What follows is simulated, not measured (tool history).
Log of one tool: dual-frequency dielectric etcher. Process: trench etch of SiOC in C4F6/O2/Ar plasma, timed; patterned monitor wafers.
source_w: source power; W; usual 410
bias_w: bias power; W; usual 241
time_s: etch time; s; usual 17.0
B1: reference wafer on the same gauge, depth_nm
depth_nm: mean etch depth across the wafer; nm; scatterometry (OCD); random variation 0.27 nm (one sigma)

Run 1, hour 0.0: usual settings but time_s 14.0 s; B1 36.48. Result: depth_nm 37.01 nm.
Run 2, hour 6.0: usual settings; B1 36.49. Result: depth_nm 44.77 nm.
At hour 10.1: bias power generator calibrated.
At hour 14.2: gauge calibrated.
Run 3, hour 19.5: usual settings; B1 36.49. Result: depth_nm 45.00 nm.
Run 4, hour 33.0: usual settings but bias_w 223 W; B1 36.50. Result: depth_nm 44.28 nm.
Run 5, hour 40.3: usual settings but bias_w 223 W; B1 36.48. Result: depth_nm 44.49 nm.
Run 6, hour 52.8: usual settings but bias_w 223 W; B1 36.50. Result: depth_nm 43.80 nm.
Run 7, hour 70.5: usual settings; B1 36.46. Result: depth_nm 45.03 nm.
Run 8, hour 87.3: usual settings; B1 36.52. Result: depth_nm 45.38 nm.
At hour 124.5: wet clean of the chamber.
At hour 129.8: upper electrode replaced.
Run 9, hour 130.3: usual settings; B1 36.53. Result: depth_nm 42.50 nm.
Run 10, hour 130.6: usual settings; B1 36.47. Result: depth_nm 42.72 nm.
Run 11, hour 130.9: usual settings; B1 36.52. Result: depth_nm 42.72 nm.
At hour 155.1: source power generator calibrated.
Run 12, hour 155.6: usual settings but source_w 480 W, bias_w 199 W; B1 36.46. Result: depth_nm 43.40 nm.
Run 13, hour 162.5: usual settings; B1 36.50. Result: depth_nm 43.75 nm.
Run 14, hour 172.8: usual settings but source_w 320 W, bias_w 278 W; B1 36.47. Result: depth_nm 40.69 nm.
Run 15, hour 183.9: usual settings; B1 36.51. Result: depth_nm 42.99 nm.
Run 16, hour 193.9: usual settings; B1 36.55. Result: depth_nm 43.76 nm.
Run 17, hour 201.0: usual settings but source_w 490 W, bias_w 217 W, time_s 22.0 s; B1 36.53. Result: depth_nm 58.58 nm.
Run 18, hour 217.1: usual settings but source_w 440 W, time_s 14.0 s; B1 36.52. Result: depth_nm 36.66 nm.
Run 19, hour 232.4: usual settings but time_s 15.5 s; B1 36.50. Result: depth_nm 39.66 nm.
Run 20, hour 238.9: usual settings but source_w 360 W, bias_w 213 W, time_s 21.5 s; B1 36.50. Result: depth_nm 50.44 nm.
At hour 239.9: gauge calibrated.
Run 21, hour 251.6: usual settings; B1 36.48. Result: depth_nm 43.59 nm.
Run 22, hour 257.8: usual settings but time_s 20.0 s; B1 36.48. Result: depth_nm 51.30 nm.
Run 23, hour 267.1: usual settings; B1 36.51. Result: depth_nm 43.01 nm.
Run 24, hour 279.7: usual settings but source_w 360 W, time_s 20.5 s; B1 36.56. Result: depth_nm 49.54 nm.
Run 25, hour 293.1: usual settings; B1 36.47. Result: depth_nm 43.96 nm.
Run 26, hour 306.7: usual settings but source_w 460 W, bias_w 194 W, time_s 15.0 s; B1 36.47. Result: depth_nm 38.62 nm.
Run 27, hour 317.6: usual settings but source_w 330 W, bias_w 201 W, time_s 21.0 s; B1 36.50. Result: depth_nm 47.10 nm.
Run 28, hour 332.6: usual settings but time_s 13.0 s; B1 36.53. Result: depth_nm 33.18 nm.
Run 29, hour 347.9: usual settings but source_w 380 W, bias_w 190 W; B1 36.48. Result: depth_nm 39.74 nm.

5 ways to go on from here, each from the tool as it stands after run 29. What would each give?
Run A, hour 348.3: usual settings but bias_w 224 W; B1 ?. Result: depth_nm ?.
Run B, hour 348.3: usual settings but time_s 21.5 s; B1 ?. Result: depth_nm ?.
Run C, hour 348.3: usual settings but bias_w 201 W, time_s 21.0 s; B1 ?. Result: depth_nm ?.
Run D, hour 348.3: usual settings but source_w 490 W, time_s 19.0 s; B1 ?. Result: depth_nm ?.
Run E, hour 348.3: usual settings but source_w 480 W, time_s 14.5 s; B1 ?. Result: depth_nm ?.

run     B1  depth_nm
  A  36.49     42.88
  B  36.49     55.22
  C  36.49     51.64
  D  36.49     52.65
  E  36.49     39.83
Without the tool's hidden state the same runs would have given:
run  depth_nm
  A     42.23
  B     54.37
  C     50.85
  D     51.84
  E     39.22

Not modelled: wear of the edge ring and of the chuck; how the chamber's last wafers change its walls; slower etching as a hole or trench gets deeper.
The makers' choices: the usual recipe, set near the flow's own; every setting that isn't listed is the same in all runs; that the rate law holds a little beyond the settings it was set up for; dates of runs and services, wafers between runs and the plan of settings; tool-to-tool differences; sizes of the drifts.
